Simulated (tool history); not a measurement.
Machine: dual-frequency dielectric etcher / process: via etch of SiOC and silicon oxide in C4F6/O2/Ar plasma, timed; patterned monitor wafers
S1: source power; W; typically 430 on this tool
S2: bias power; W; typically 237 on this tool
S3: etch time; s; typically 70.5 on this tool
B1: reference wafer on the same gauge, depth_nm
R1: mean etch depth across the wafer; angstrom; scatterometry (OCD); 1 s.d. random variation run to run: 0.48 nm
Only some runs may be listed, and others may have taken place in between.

{"run": 1, "hour": 0.0, "S1": 430, "S2": 237, "S3": 70.5, "B1": 76.7, "R1": 849}
{"run": 2, "hour": 48.9, "S1": 430, "S2": 237, "S3": 70.5, "B1": 76.5, "R1": 853}
{"run": 3, "hour": 127.5, "S1": 430, "S2": 193, "S3": 70.5, "B1": 76.8, "R1": 795}
{"hour": 169.1, "done": "source power generator calibrated"}
{"hour": 172.4, "done": "wet clean of the chamber"}
{"run": 4, "hour": 209.2, "S1": 430, "S2": 193, "S3": 70.5, "B1": 76.7, "R1": 790}
{"run": 5, "hour": 296.6, "S1": 430, "S2": 193, "S3": 70.5, "B1": 76.9, "R1": 782}
{"run": 6, "hour": 390.6, "S1": 430, "S2": 250, "S3": 70.5, "B1": 76.6, "R1": 865}
{"run": 7, "hour": 433.8, "S1": 430, "S2": 250, "S3": 70.5, "B1": 76.7, "R1": 857}
{"run": 8, "hour": 518.4, "S1": 430, "S2": 250, "S3": 70.5, "B1": 76.7, "R1": 862}
{"hour": 558.5, "done": "gauge calibrated"}
{"run": 9, "hour": 592.6, "S1": 430, "S2": 237, "S3": 61, "B1": 76.8, "R1": 732}
{"run": 10, "hour": 685.9, "S1": 400, "S2": 237, "S3": 70.5, "B1": 76.8, "R1": 829}
{"run": 11, "hour": 753.7, "S1": 340, "S2": 205, "S3": 63.5, "B1": 76.7, "R1": 682}
{"hour": 811.2, "done": "wet clean of the chamber"}
{"run": 12, "hour": 811.7, "S1": 320, "S2": 237, "S3": 81.5, "B1": 76.7, "R1": 897}
{"hour": 844.3, "done": "upper electrode replaced"}
{"run": 13, "hour": 863.0, "S1": 430, "S2": 273, "S3": 70.5, "B1": 76.8, "R1": 881}
{"hour": 939.7, "done": "bias power generator calibrated"}
{"run": 14, "hour": 957.8, "S1": 530, "S2": 263, "S3": 64, "B1": 76.7, "R1": 841}
{"run": 15, "hour": 1031.9, "S1": 330, "S2": 270, "S3": 70.5, "B1": 76.8, "R1": 821}
{"run": 16, "hour": 1094.3, "S1": 430, "S2": 295, "S3": 77, "B1": 76.7, "R1": 997}
{"run": 17, "hour": 1196.0, "S1": 430, "S2": 295, "S3": 77, "B1": 76.7, "R1": 998}
{"run": 18, "hour": 1282.9, "S1": 530, "S2": 268, "S3": 70.5, "B1": 76.8, "R1": 940}
{"run": 19, "hour": 1332.3, "S1": 480, "S2": 210, "S3": 70.5, "B1": 76.7, "R1": 845}
{"run": 20, "hour": 1428.6, "S1": 520, "S2": 237, "S3": 70.5, "B1": 76.6, "R1": 902}
{"run": 21, "hour": 1499.4, "S1": 430, "S2": 237, "S3": 70.5, "B1": 76.7, "R1": 846}
{"hour": 1558.2, "done": "wet clean of the chamber"}
{"run": 22, "hour": 1558.7, "S1": 500, "S2": 260, "S3": 54.5, "B1": 76.7, "R1": 705}
{"run": 23, "hour": 1628.0, "S1": 430, "S2": 237, "S3": 70.5, "B1": 76.7, "R1": 850}
{"run": 24, "hour": 1735.8, "S1": 380, "S2": 182, "S3": 60, "B1": 76.7, "R1": 633}
{"run": 25, "hour": 1817.3, "S1": 540, "S2": 193, "S3": 76, "B1": 76.8, "R1": 919}
{"run": 26, "hour": 1910.3, "S1": 330, "S2": 237, "S3": 88, "B1": 76.8, "R1": 980}

Predict the results of run 27:
{"run": 27, "hour": 2012.2, "S1": 380, "S2": 237, "S3": 70.5, "B1": "?", "R1": "?"}

{"run 27": {"B1": 76.6, "R1": 821}}
Minus the tool's unlogged condition, the same run would have read R1 821 angstrom.
